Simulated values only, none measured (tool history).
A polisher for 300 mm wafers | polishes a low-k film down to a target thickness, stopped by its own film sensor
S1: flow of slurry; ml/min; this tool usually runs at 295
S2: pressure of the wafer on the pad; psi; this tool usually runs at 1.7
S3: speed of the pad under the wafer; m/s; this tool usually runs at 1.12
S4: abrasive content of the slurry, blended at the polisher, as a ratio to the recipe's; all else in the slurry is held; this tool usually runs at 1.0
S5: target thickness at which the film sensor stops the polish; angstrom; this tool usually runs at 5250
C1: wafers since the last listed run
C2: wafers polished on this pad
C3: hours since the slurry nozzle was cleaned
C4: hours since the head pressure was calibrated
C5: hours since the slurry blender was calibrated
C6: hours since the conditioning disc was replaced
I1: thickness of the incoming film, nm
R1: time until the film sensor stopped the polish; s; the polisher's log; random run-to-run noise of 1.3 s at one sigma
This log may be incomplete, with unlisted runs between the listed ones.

| run | hour | S1 | S2 | S3 | S4 | S5 | C1 | C2 | C3 | C4 | C5 | C6 | I1 | R1 |
|---|---|---|---|---|---|---|---|---|---|---|---|---|---|---|
| 1 | 0.0 | 295 | 1.7 | 1.12 | 1.0 | 5230 | 0 | 714 | 202.4 | 844.5 | 300.8 | 127.5 | 545.6 | 73.2 |
|  | 5.4 | slurry nozzle cleaned |
| 2 | 9.1 | 295 | 1.7 | 1.12 | 1.0 | 5250 | 63 | 778 | 3.7 | 853.6 | 309.9 | 136.6 | 543.0 | 60.2 |
|  | 19.8 | worn pad replaced by a new one |
| 3 | 47.8 | 295 | 1.7 | 1.12 | 1.0 | 5250 | 273 | 220 | 42.4 | 892.3 | 348.6 | 175.3 | 549.9 | 82.8 |
| 4 | 55.4 | 295 | 1.7 | 1.12 | 1.0 | 5250 | 59 | 280 | 50.0 | 899.9 | 356.2 | 182.9 | 552.7 | 96.6 |
| 5 | 66.0 | 225 | 1.7 | 1.12 | 1.0 | 5250 | 83 | 364 | 60.6 | 910.5 | 366.8 | 193.5 | 555.3 | 111.7 |
| 6 | 79.0 | 225 | 1.7 | 1.12 | 1.0 | 5250 | 102 | 466 | 73.6 | 923.5 | 379.8 | 206.5 | 549.8 | 89.8 |
| 7 | 85.5 | 225 | 1.7 | 1.12 | 1.0 | 5250 | 51 | 517 | 80.1 | 930.0 | 386.3 | 213.0 | 546.5 | 79.7 |
| 8 | 93.8 | 295 | 1.7 | 1.12 | 0.9 | 5250 | 65 | 583 | 88.4 | 938.3 | 394.6 | 221.3 | 554.7 | 118.5 |
|  | 95.9 | head pressure recalibrated |
|  | 103.0 | slurry blender recalibrated |
|  | 108.1 | conditioning disc replaced and pad reconditioned |
| 9 | 108.6 | 295 | 1.7 | 1.12 | 0.9 | 5250 | 69 | 652 | 103.2 | 12.7 | 5.6 | 0.5 | 554.0 | 93.5 |
| 10 | 122.2 | 295 | 1.7 | 1.12 | 1.0 | 5250 | 107 | 760 | 116.8 | 26.3 | 19.2 | 14.1 | 553.4 | 82.7 |
|  | 127.5 | worn pad replaced by a new one |
| 11 | 138.1 | 295 | 1.7 | 1.12 | 1.0 | 5250 | 93 | 83 | 132.7 | 42.2 | 35.1 | 30.0 | 552.1 | 81.8 |
| 12 | 144.4 | 295 | 1.7 | 1.12 | 1.0 | 5250 | 49 | 133 | 139.0 | 48.5 | 41.4 | 36.3 | 552.4 | 83.1 |
| 13 | 160.4 | 295 | 1.2 | 1.12 | 1.0 | 5200 | 126 | 259 | 155.0 | 64.5 | 57.4 | 52.3 | 549.5 | 106.1 |
| 14 | 173.4 | 295 | 1.7 | 1.12 | 1.0 | 5250 | 102 | 361 | 168.0 | 77.5 | 70.4 | 65.3 | 557.0 | 95.8 |
| 15 | 191.1 | 295 | 2.1 | 0.76 | 1.0 | 5200 | 139 | 501 | 185.7 | 95.2 | 88.1 | 83.0 | 544.0 | 84.1 |
| 16 | 208.7 | 295 | 1.7 | 0.78 | 0.8 | 5250 | 138 | 640 | 203.3 | 112.8 | 105.7 | 100.6 | 546.6 | 102.1 |
|  | 223.3 | slurry nozzle cleaned |
| 17 | 226.3 | 255 | 2.2 | 1.12 | 0.8 | 5320 | 130 | 771 | 3.0 | 130.4 | 123.3 | 118.2 | 546.1 | 43.5 |
|  | 244.2 | worn pad replaced by a new one |
| 18 | 244.7 | 295 | 1.7 | 1.12 | 1.0 | 5250 | 113 | 3 | 21.4 | 148.8 | 141.7 | 136.6 | 546.4 | 65.8 |
| 19 | 258.9 | 295 | 1.5 | 1.12 | 1.0 | 5220 | 112 | 115 | 35.6 | 163.0 | 155.9 | 150.8 | 556.4 | 112.8 |
| 20 | 269.2 | 295 | 1.5 | 0.88 | 1.0 | 5230 | 81 | 196 | 45.9 | 173.3 | 166.2 | 161.1 | 548.4 | 100.9 |

Run 21 has not been measured yet. What should we expect?
| 21 | 291.3 | 360 | 1.7 | 1.12 | 1.0 | 5250 | 174 | 371 | 68.0 | 195.4 | 188.3 | 183.2 | 556.3 | ? |

Logged for run 21: R1 93.5 s.
Were there no unlogged condition in the tool, this run, its random variation unchanged, would have produced R1 90.3 s.
